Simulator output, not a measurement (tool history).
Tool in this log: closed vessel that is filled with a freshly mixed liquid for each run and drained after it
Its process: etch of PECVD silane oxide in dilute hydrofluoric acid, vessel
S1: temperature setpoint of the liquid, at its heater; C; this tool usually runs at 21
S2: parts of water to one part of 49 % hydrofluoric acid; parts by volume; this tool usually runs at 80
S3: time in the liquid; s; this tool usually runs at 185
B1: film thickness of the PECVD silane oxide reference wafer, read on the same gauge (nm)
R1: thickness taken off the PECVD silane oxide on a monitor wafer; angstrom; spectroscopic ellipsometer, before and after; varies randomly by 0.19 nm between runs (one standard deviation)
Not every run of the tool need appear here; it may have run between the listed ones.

| run | hour | S1 | S2 | S3 | B1 | R1 |
|---|---|---|---|---|---|---|
| 1 | 0 | 21 | 80 | 185 | 40.01 | 362.5 |
| 2 | 58.8 | 21 | 80 | 185 | 39.99 | 359 |
| 3 | 129.4 | 21 | 80 | 185 | 39.99 | 359.7 |
| 4 | 228.1 | 21 | 80 | 185 | 39.98 | 359 |
|  | 392.9 | thermometer replaced |
| 5 | 506 | 21 | 80 | 185 | 39.98 | 335.2 |
|  | 531.8 | gauge calibrated |
| 6 | 543.2 | 21 | 80 | 185 | 40.02 | 336.9 |
| 7 | 617.2 | 21 | 80 | 185 | 40 | 334.9 |
|  | 639.8 | thermometer replaced, repeated, since the last time left the tool worse |
|  | 771.5 | hydrofluoric acid flow meter replaced |
| 8 | 801.2 | 23.5 | 115 | 130 | 39.99 | 195.3 |
| 9 | 904.6 | 19.5 | 100 | 155 | 40.01 | 235.2 |
| 10 | 968.5 | 21 | 120 | 185 | 39.95 | 242.1 |

Run 11, settings as shown, results not yet in. Your forecast:
| 11 | 1046.5 | 21 | 80 | 185 | ? | ? |

{"run 11": {"B1": 40.03, "R1": 378.4}}
Minus the tool's unlogged condition, the same run would have read R1 386.4 angstrom.

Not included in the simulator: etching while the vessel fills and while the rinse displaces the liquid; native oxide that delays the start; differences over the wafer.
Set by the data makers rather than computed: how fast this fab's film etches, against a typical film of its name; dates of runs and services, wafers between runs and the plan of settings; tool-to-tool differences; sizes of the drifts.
